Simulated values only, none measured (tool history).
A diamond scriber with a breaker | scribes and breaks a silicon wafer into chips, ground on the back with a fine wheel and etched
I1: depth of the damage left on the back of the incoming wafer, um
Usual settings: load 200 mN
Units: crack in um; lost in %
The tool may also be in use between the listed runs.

{"run": 1, "hour": 0.0, "load": 235, "I1": 0.73, "crack": 15.67, "lost": 1.62}
{"run": 2, "hour": 56.0, "load": 200, "I1": 0.34, "crack": 14.78, "lost": 1.34}
{"run": 3, "hour": 120.2, "load": 200, "I1": 0.76, "crack": 14.72, "lost": 1.3}
{"run": 4, "hour": 180.0, "load": 223, "I1": 0.69, "crack": 16.54, "lost": 2.41}
{"run": 5, "hour": 217.6, "load": 223, "I1": 0.63, "crack": 16, "lost": 2.6}
{"run": 6, "hour": 270.8, "load": 223, "I1": 0.8, "crack": 16.21, "lost": 2.36}
{"run": 7, "hour": 394.5, "load": 200, "I1": 0.41, "crack": 15.6, "lost": 0.98}
{"run": 8, "hour": 461.6, "load": 200, "I1": 0.36, "crack": 15.22, "lost": 0.95}
{"run": 9, "hour": 567.5, "load": 240, "I1": 0.4, "crack": 16.58, "lost": 3.47}
{"run": 10, "hour": 603.5, "load": 186, "I1": 0.78, "crack": 14.77, "lost": 1.26}
{"run": 11, "hour": 666.1, "load": 186, "I1": 0.44, "crack": 14.97, "lost": 1.32}
{"run": 12, "hour": 734.6, "load": 186, "I1": 0.69, "crack": 14.88, "lost": 1.48}
{"run": 13, "hour": 774.6, "load": 218, "I1": 0.44, "crack": 15.5, "lost": 1.17}
{"run": 14, "hour": 822.5, "load": 218, "I1": 0.47, "crack": 15.53, "lost": 1.17}
{"run": 15, "hour": 893.6, "load": 218, "I1": 0.71, "crack": 16.58, "lost": 3.28}
{"run": 16, "hour": 944.2, "load": 200, "I1": 0.8, "crack": 15.89, "lost": 1.62}
{"run": 17, "hour": 985.5, "load": 200, "I1": 0.7, "crack": 16.01, "lost": 1.51}
{"run": 18, "hour": 1009.9, "load": 200, "I1": 0.56, "crack": 15.95, "lost": 1.61}
{"run": 19, "hour": 1071.1, "load": 247, "I1": 0.79, "crack": 16.48, "lost": 2.77}
{"run": 20, "hour": 1095.8, "load": 247, "I1": 0.49, "crack": 16.21, "lost": 2.81}
{"run": 21, "hour": 1135.3, "load": 144, "I1": 0.47, "crack": 13.15, "lost": 8.57}
{"run": 22, "hour": 1165.1, "load": 234, "I1": 0.58, "crack": 16.04, "lost": 1.8}
{"run": 23, "hour": 1203.1, "load": 222, "I1": 0.5, "crack": 15.31, "lost": 1.12}
{"run": 24, "hour": 1247.1, "load": 200, "I1": 0.64, "crack": 14.82, "lost": 1.15}
{"run": 25, "hour": 1315.4, "load": 243, "I1": 0.74, "crack": 16.14, "lost": 2}
{"run": 26, "hour": 1378.3, "load": 256, "I1": 0.5, "crack": 16.62, "lost": 2.95}
{"run": 27, "hour": 1406.2, "load": 142, "I1": 0.52, "crack": 12.84, "lost": 10.22}
{"run": 28, "hour": 1584.3, "load": 200, "I1": 0.73, "crack": 14.63, "lost": 1.61}
{"run": 29, "hour": 1651.9, "load": 219, "I1": 0.69, "crack": 15.32, "lost": 1.01}
{"run": 30, "hour": 1689.3, "load": 259, "I1": 0.8, "crack": 17.64, "lost": 7.01}
{"run": 31, "hour": 1721.4, "load": 142, "I1": 0.34, "crack": 13.31, "lost": 5.16}
{"run": 32, "hour": 1751.2, "load": 200, "I1": 0.35, "crack": 15.17, "lost": 1.07}
{"run": 33, "hour": 1803.4, "load": 162, "I1": 0.39, "crack": 14.43, "lost": 2.65}
{"run": 34, "hour": 1853.9, "load": 253, "I1": 0.38, "crack": 16.76, "lost": 5.55}
{"run": 35, "hour": 1916.4, "load": 163, "I1": 0.51, "crack": 14.25, "lost": 2.85}
{"run": 36, "hour": 1959.4, "load": 257, "I1": 0.65, "crack": 16.83, "lost": 5.75}
{"run": 37, "hour": 2017.3, "load": 221, "I1": 0.47, "crack": 16.06, "lost": 1.76}
{"run": 38, "hour": 2053.7, "load": 171, "I1": 0.52, "crack": 14.26, "lost": 2.06}
{"run": 39, "hour": 2102.5, "load": 200, "I1": 0.47, "crack": 15.39, "lost": 0.96}
{"run": 40, "hour": 2166.2, "load": 200, "I1": 0.62, "crack": 15.29, "lost": 0.93}
{"run": 41, "hour": 2193.6, "load": 221, "I1": 0.32, "crack": 16.02, "lost": 1.4}
{"run": 42, "hour": 2221.0, "load": 255, "I1": 0.59, "crack": 16.89, "lost": 4.37}

Not shown: 4 entries that the log had between the listed runs. Between which runs, and how does the tool's hidden state differ before and after?
Between runs 3 and 4: diamond tip replaced by a new one (hour 162)
  share of the diamond tip's cutting effectiveness lost through wear, %: 7.95 -> 0.496; deviation of the load on the tip from its setpoint, %: 5.27 -> 5.83
  measured less the result without the state, crack: -0.52 -> +0.32 um; lost: +0.41 -> +0.77 %
Between runs 14 and 15: diamond tip replaced by a new one (hour 865.2)
  share of the diamond tip's cutting effectiveness lost through wear, %: 8.41 -> 0.622; deviation of the load on the tip from its setpoint, %: 11.8 -> 12.5
  measured less the result without the state, crack: -0.19 -> +0.72 um; lost: -0.28 -> +1.86 %
Between runs 18 and 19: load on the tip recalibrated (hour 1035.6)
  share of the diamond tip's cutting effectiveness lost through wear, %: 2.05 -> 2.81; deviation of the load on the tip from its setpoint, %: 13.6 -> 0.708
  measured less the result without the state, crack: +0.61 -> -0.27 um; lost: +0.59 -> -0.9 %
Between runs 29 and 30: diamond tip replaced by a new one (hour 1657.1)
  share of the diamond tip's cutting effectiveness lost through wear, %: 9.96 -> 0.627; deviation of the load on the tip from its setpoint, %: 6.14 -> 6.49
  measured less the result without the state, crack: -0.71 -> +0.38 um; lost: -0.49 -> +1.78 %
